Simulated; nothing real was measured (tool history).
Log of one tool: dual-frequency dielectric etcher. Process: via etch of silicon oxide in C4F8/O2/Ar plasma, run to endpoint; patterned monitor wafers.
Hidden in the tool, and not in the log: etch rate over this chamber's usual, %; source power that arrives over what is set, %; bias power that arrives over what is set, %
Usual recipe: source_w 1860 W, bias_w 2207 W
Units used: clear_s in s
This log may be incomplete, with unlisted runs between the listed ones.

run    hour  source_w  bias_w  wafers since the last listed run  hours since the last wet clean  hours since the last source power generator calibration  hours since the last bias power generator calibration  hours since the last upper electrode change  incoming incoming film thickness, nm  clear_s
  1       0      1610    1898                                 0                           347.1                                                   1848.9                                                 1138.1                                       1896.5                                1574.9    350.5
  2    85.7      1860    2320                               348                           432.8                                                   1934.6                                                 1223.8                                       1982.2                                1563.8    307.3
      148.5  -- wet clean of the chamber
  3     149      1860    2207                               159                             0.5                                                   1997.9                                                 1287.1                                       2045.5                                1560.6    325.8
  4   200.1      1860    2207                               207                            51.6                                                     2049                                                 1338.2                                       2096.6                                1567.2    326.7
  5     265      1580    2207                               264                           116.5                                                   2113.9                                                 1403.1                                       2161.5                                1575.4      352
  6   369.8      1580    2207                               426                           221.3                                                   2218.7                                                 1507.9                                       2266.3                                1571.8    350.7
  7     428      1860    2207                               236                           279.5                                                   2276.9                                                 1566.1                                       2324.5                                1594.2    322.5
  8   488.7      1860    2207                               247                           340.2                                                   2337.6                                                 1626.8                                       2385.2                                  1583    317.7
  9     596      1860    2207                               436                           447.5                                                   2444.9                                                 1734.1                                       2492.5                                1571.9    313.5
      620.9  -- wet clean of the chamber
 10   690.2      2200    2207                               285                            69.3                                                   2539.1                                                 1828.3                                       2586.7                                1595.5    308.8
 11   758.4      2200    2207                               277                           137.5                                                   2607.3                                                 1896.5                                       2654.9                                1590.2    301.1
 12   842.2      1860    2207                               341                           221.3                                                   2691.1                                                 1980.3                                       2738.7                                  1572    312.3
 13   919.5      1860    2207                               314                           298.6                                                   2768.4                                                 2057.6                                         2816                                1562.6      314
 14  1000.9      1860    2207                               331                             380                                                   2849.8                                                   2139                                       2897.4                                1579.8      315
     1045.1  -- wet clean of the chamber
 15  1045.6      1740    1853                                84                             0.5                                                   2894.5                                                 2183.7                                       2942.1                                1560.7    346.9
 16  1094.4      1510    2424                               198                            49.3                                                   2943.3                                                 2232.5                                       2990.9                                1584.6    356.9
 17  1140.8      1860    2207                               188                            95.7                                                   2989.7                                                 2278.9                                       3037.3                                1576.4    325.8
 18  1228.2      2190    2695                               355                           183.1                                                   3077.1                                                 2366.3                                       3124.7                                1574.3    285.4
 19  1335.3      1860    2034                               435                           290.2                                                   3184.2                                                 2473.4                                       3231.8                                  1575    322.2
 20  1401.1      2250    2407                               267                             356                                                     3250                                                 2539.2                                       3297.6                                1576.1    285.1
     1500.1  -- wet clean of the chamber
 21  1685.6      1860    2207                              1060                           185.5                                                   3534.5                                                 2823.7                                       3582.1                                1594.2    320.7
     1736.2  -- source power generator calibrated
 22  1775.8      1600    1662                               350                           275.7                                                     39.6                                                 2913.9                                       3672.3                                1562.9    357.6
     1821.7  -- upper electrode replaced, of another model than before
     1861.7  -- bias power generator calibrated
 23  1880.8      1860    1989                               313                           380.7                                                    144.6                                                   19.1                                         59.1                                1569.1    314.4
     1947.4  -- wet clean of the chamber
 24  1947.9      2060    1983                               175                             0.5                                                    211.7                                                   86.2                                        126.2                                1571.6    309.7
 25  1985.7      1500    2207                               153                            38.3                                                    249.5                                                    124                                          164                                  1582    407.2
 26  2025.8      1510    2207                               163                            78.4                                                    289.6                                                  164.1                                        204.1                                1585.4    406.4
 27    2094      1860    2207                               277                           146.6                                                    357.8                                                  232.3                                        272.3                                1578.9    319.8
 28  2354.2      1590    2043                              1059                           406.8                                                      618                                                  492.5                                        532.5                                  1572    368.2
     2410.3  -- wet clean of the chamber
 29  2454.9      2260    1667                               312                            44.6                                                    718.7                                                  593.2                                        633.2                                1576.2      291

What if the next run were any one of these 3? Each begins from the tool's condition after run 29:
  A  2455.4      1860    2207                                 2                            45.1                                                    719.2                                                  593.7                                        633.7                                1581.4        ?
  B  2455.4      1860    1979                                 2                            45.1                                                    719.2                                                  593.7                                        633.7                                1581.4        ?
  C  2455.4      2090    1993                                 2                            45.1                                                    719.2                                                  593.7                                        633.7                                1581.4        ?

run  clear_s
  A    330.6
  B    336.4
  C    305.6
With the hidden condition removed and each run's random variation left untouched, the same runs would have given:
run  clear_s
  A    330.3
  B      336
  C    305.2
